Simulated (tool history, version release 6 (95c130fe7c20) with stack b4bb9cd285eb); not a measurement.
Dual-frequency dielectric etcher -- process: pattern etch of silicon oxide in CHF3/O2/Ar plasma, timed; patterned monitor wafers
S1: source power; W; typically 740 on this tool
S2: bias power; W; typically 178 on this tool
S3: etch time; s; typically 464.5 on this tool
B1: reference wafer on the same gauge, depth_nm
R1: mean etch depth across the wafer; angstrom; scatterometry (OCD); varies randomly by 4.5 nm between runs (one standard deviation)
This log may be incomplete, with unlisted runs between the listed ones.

run 1 hour=0 | S1=610 S2=178 S3=464.5 | B1=1100 | R1=8991
run 2 hour=53.7 | S1=740 S2=178 S3=464.5 | B1=1100.1 | R1=9656
run 3 hour=119.2 | S1=740 S2=178 S3=464.5 | B1=1101.2 | R1=9723
run 4 hour=143.2 | S1=740 S2=178 S3=555.5 | B1=1099.4 | R1=11540
run 5 hour=168.6 | S1=740 S2=178 S3=555.5 | B1=1099.7 | R1=11452
run 6 hour=236.1 | S1=740 S2=178 S3=464.5 | B1=1099.7 | R1=9539
-- hour=263.6 wet clean of the chamber
run 7 hour=283.4 | S1=900 S2=151 S3=500.5 | B1=1101.5 | R1=10663
run 8 hour=320.3 | S1=920 S2=160 S3=595.5 | B1=1099.3 | R1=13167
run 9 hour=388.5 | S1=880 S2=178 S3=576 | B1=1101.2 | R1=13217
run 10 hour=454.5 | S1=800 S2=155 S3=464.5 | B1=1100.7 | R1=9426
run 11 hour=510.1 | S1=740 S2=178 S3=464.5 | B1=1100.2 | R1=9850
run 12 hour=535.5 | S1=740 S2=178 S3=340.5 | B1=1102 | R1=7174
run 13 hour=577.8 | S1=740 S2=220 S3=527 | B1=1099.9 | R1=12312
run 14 hour=604.4 | S1=740 S2=178 S3=555.5 | B1=1099.6 | R1=11676
run 15 hour=651.1 | S1=640 S2=178 S3=464.5 | B1=1098 | R1=9082
-- hour=662.8 source power generator calibrated
-- hour=727.3 wet clean of the chamber
run 16 hour=727.8 | S1=740 S2=178 S3=464.5 | B1=1102 | R1=10187
run 17 hour=753.3 | S1=740 S2=178 S3=464.5 | B1=1098.4 | R1=10127
run 18 hour=802.1 | S1=570 S2=207 S3=417 | B1=1100.6 | R1=8838
-- hour=837.3 upper electrode replaced
run 19 hour=858 | S1=880 S2=205 S3=538 | B1=1101.3 | R1=13342
run 20 hour=888.7 | S1=740 S2=178 S3=464.5 | B1=1099.7 | R1=9929
run 21 hour=951.4 | S1=670 S2=160 S3=464.5 | B1=1100.5 | R1=9019
run 22 hour=1020.8 | S1=790 S2=157 S3=518 | B1=1099.9 | R1=10566
run 23 hour=1087.7 | S1=790 S2=191 S3=416 | B1=1101.3 | R1=9287
run 24 hour=1141.7 | S1=880 S2=178 S3=557.5 | B1=1100.4 | R1=12509
run 25 hour=1172.7 | S1=690 S2=163 S3=373.5 | B1=1099.7 | R1=7285
-- hour=1206 wet clean of the chamber
run 26 hour=1240.7 | S1=740 S2=200 S3=464.5 | B1=1099.8 | R1=10745
-- hour=1285.1 gauge calibrated
run 27 hour=1310.2 | S1=740 S2=178 S3=464.5 | B1=1100.3 | R1=10113
run 28 hour=1381.8 | S1=800 S2=178 S3=402.5 | B1=1097.8 | R1=8880
run 29 hour=1434.2 | S1=880 S2=178 S3=515 | B1=1100.2 | R1=11802
run 30 hour=1471.9 | S1=630 S2=178 S3=573 | B1=1099.3 | R1=11389

Each row is a separate what-if for the run after 30, all from the same tool condition, not one after another. Results?
run A hour=1472.4 | S1=900 S2=178 S3=464.5 | B1=? | R1=?
run B hour=1472.4 | S1=670 S2=154 S3=464.5 | B1=? | R1=?
run C hour=1472.4 | S1=740 S2=196 S3=339 | B1=? | R1=?

run=A B1=1099.1 R1=10710
run=B B1=1099.1 R1=8839
run=C B1=1099.1 R1=7600
Had the tool no hidden state, the same runs would have come out as:
run=A R1=10955
run=B R1=9044
run=C R1=7770
